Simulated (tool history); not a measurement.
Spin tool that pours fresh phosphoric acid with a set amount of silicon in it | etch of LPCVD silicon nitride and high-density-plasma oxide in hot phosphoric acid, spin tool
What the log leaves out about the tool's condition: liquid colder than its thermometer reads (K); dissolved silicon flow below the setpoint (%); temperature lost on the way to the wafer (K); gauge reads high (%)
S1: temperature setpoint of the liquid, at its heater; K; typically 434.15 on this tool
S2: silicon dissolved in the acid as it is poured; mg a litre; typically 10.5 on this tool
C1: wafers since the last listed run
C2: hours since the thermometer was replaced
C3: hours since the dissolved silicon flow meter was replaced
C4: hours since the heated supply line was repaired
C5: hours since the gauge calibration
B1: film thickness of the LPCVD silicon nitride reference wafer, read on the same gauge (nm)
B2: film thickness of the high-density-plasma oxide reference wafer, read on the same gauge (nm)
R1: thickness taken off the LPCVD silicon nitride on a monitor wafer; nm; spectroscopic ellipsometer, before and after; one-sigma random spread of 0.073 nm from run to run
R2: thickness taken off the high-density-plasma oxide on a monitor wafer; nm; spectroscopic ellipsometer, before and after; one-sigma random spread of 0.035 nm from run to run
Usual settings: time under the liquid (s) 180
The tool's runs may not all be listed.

Run 1, hour 0: usual settings but S2 8.5 mg a litre; C1 0; C2 140.1; C3 1444.7; C4 457; C5 968.5; B1 110.02; B2 149.942. Result: R1 14.27 nm, R2 0.767 nm.
Run 2, hour 100.5: usual settings; C1 675; C2 240.6; C3 1545.2; C4 557.5; C5 1069; B1 109.97; B2 150.04. Result: R1 14.29 nm, R2 0.705 nm.
Run 3, hour 206.5: usual settings but S1 432.65 K, S2 4.5 mg a litre; C1 712; C2 346.6; C3 1651.2; C4 663.5; C5 1175; B1 110.01; B2 150.014. Result: R1 13.43 nm, R2 0.68 nm.
At hour 271.1: heated supply line repaired.
Run 4, hour 279.2: usual settings; C1 481; C2 419.3; C3 1723.9; C4 8.1; C5 1247.7; B1 110.01; B2 149.974. Result: R1 14.23 nm, R2 0.718 nm.
Run 5, hour 362.7: usual settings but S1 432.15 K; C1 560; C2 502.8; C3 1807.4; C4 91.6; C5 1331.2; B1 110.02; B2 150.027. Result: R1 13.1 nm, R2 0.579 nm.
Run 6, hour 442.4: usual settings but S1 436.15 K, S2 13.5 mg a litre, time under the liquid (s) 225; C1 535; C2 582.5; C3 1887.1; C4 171.3; C5 1410.9; B1 109.99; B2 150.02. Result: R1 18.69 nm, R2 0.963 nm.
Run 7, hour 482.1: usual settings but S1 432.15 K, S2 3.5 mg a litre, time under the liquid (s) 280; C1 266; C2 622.2; C3 1926.8; C4 211; C5 1450.6; B1 109.97; B2 150.021. Result: R1 20.12 nm, R2 1.058 nm.
At hour 716.7: gauge calibrated.
Run 8, hour 785.3: usual settings but S1 431.65 K, S2 17.5 mg a litre; C1 2036; C2 925.4; C3 2230; C4 514.2; C5 68.6; B1 109.99; B2 149.986. Result: R1 12.57 nm, R2 0.424 nm.
At hour 854.6: dissolved silicon flow meter replaced.
Run 9, hour 856.7: usual settings but S2 6 mg a litre; C1 472; C2 996.8; C3 2.1; C4 585.6; C5 140; B1 109.99; B2 150.017. Result: R1 13.64 nm, R2 0.644 nm.
At hour 896.4: thermometer replaced.
Run 10, hour 963.9: usual settings but S1 436.65 K, S2 3 mg a litre, time under the liquid (s) 110; C1 713; C2 67.5; C3 109.3; C4 692.8; C5 247.2; B1 110; B2 150.016. Result: R1 9.58 nm, R2 0.602 nm.
Run 11, hour 1029.2: usual settings but S1 431.15 K; C1 438; C2 132.8; C3 174.6; C4 758.1; C5 312.5; B1 109.97; B2 149.952. Result: R1 13.03 nm, R2 0.518 nm.
Run 12, hour 1096: usual settings; C1 448; C2 199.6; C3 241.4; C4 824.9; C5 379.3; B1 110.02; B2 150.045. Result: R1 14.52 nm, R2 0.697 nm.
At hour 1100: heated supply line repaired.
Run 13, hour 1165: usual settings but S1 436.15 K, S2 18 mg a litre, time under the liquid (s) 120; C1 456; C2 268.6; C3 310.4; C4 65; C5 448.3; B1 110; B2 150.035. Result: R1 10.2 nm, R2 0.428 nm.
Run 14, hour 1231.8: usual settings but S1 431.65 K, S2 18 mg a litre; C1 448; C2 335.4; C3 377.2; C4 131.8; C5 515.1; B1 110.02; B2 150.007. Result: R1 13.1 nm, R2 0.501 nm.
Run 15, hour 1334.8: usual settings but S1 431.65 K, S2 18 mg a litre; C1 691; C2 438.4; C3 480.2; C4 234.8; C5 618.1; B1 110; B2 149.995. Result: R1 12.95 nm, R2 0.486 nm.
Run 16, hour 1371.1: usual settings but S1 436.65 K, S2 8 mg a litre, time under the liquid (s) 275; C1 243; C2 474.7; C3 516.5; C4 271.1; C5 654.4; B1 110.02; B2 149.958. Result: R1 23.48 nm, R2 1.33 nm.
Run 17, hour 1429.5: usual settings; C1 392; C2 533.1; C3 574.9; C4 329.5; C5 712.8; B1 110; B2 149.981. Result: R1 14.17 nm, R2 0.706 nm.
Run 18, hour 1517.4: usual settings but S1 436.65 K, S2 15.5 mg a litre, time under the liquid (s) 135; C1 590; C2 621; C3 662.8; C4 417.4; C5 800.7; B1 109.99; B2 149.999. Result: R1 11.51 nm, R2 0.54 nm.
Run 19, hour 1576.4: usual settings but S1 433.15 K, S2 18 mg a litre; C1 396; C2 680; C3 721.8; C4 476.4; C5 859.7; B1 110.03; B2 150.025. Result: R1 13.53 nm, R2 0.488 nm.
Run 20, hour 1644.3: usual settings but S1 435.15 K, S2 18 mg a litre, time under the liquid (s) 85; C1 456; C2 747.9; C3 789.7; C4 544.3; C5 927.6; B1 110.03; B2 150.004. Result: R1 6.87 nm, R2 0.286 nm.
Run 21, hour 1713: usual settings but time under the liquid (s) 260; C1 461; C2 816.6; C3 858.4; C4 613; C5 996.3; B1 110; B2 149.951. Result: R1 20.06 nm, R2 0.979 nm.
Run 22, hour 1805.7: usual settings but S1 431.15 K, S2 6.5 mg a litre, time under the liquid (s) 150; C1 622; C2 909.3; C3 951.1; C4 705.7; C5 1089; B1 109.99; B2 150.05. Result: R1 10.38 nm, R2 0.475 nm.

Alternative continuations, all from the tool just after run 22; predict every row:
Run A, hour 1806.2: usual settings but S2 13 mg a litre; C1 3; C2 909.8; C3 951.6; C4 706.2; C5 1089.5; B1 ?; B2 ?. Result: R1 ?, R2 ?.
Run B, hour 1806.2: usual settings but S1 435.15 K, time under the liquid (s) 110; C1 3; C2 909.8; C3 951.6; C4 706.2; C5 1089.5; B1 ?; B2 ?. Result: R1 ?, R2 ?.
Run C, hour 1806.2: usual settings but S1 436.65 K, S2 14.5 mg a litre, time under the liquid (s) 125; C1 3; C2 909.8; C3 951.6; C4 706.2; C5 1089.5; B1 ?; B2 ?. Result: R1 ?, R2 ?.

run   B1       B2     R1     R2
  A  110  150.004  13.82  0.584
  B  110  150.004   8.73  0.408
  C  110  150.004  10.44  0.471
Without the tool's unlogged condition, the same runs would have read:
run     R1     R2
  A  14.54  0.654
  B   9.19  0.455
  C  10.97  0.526

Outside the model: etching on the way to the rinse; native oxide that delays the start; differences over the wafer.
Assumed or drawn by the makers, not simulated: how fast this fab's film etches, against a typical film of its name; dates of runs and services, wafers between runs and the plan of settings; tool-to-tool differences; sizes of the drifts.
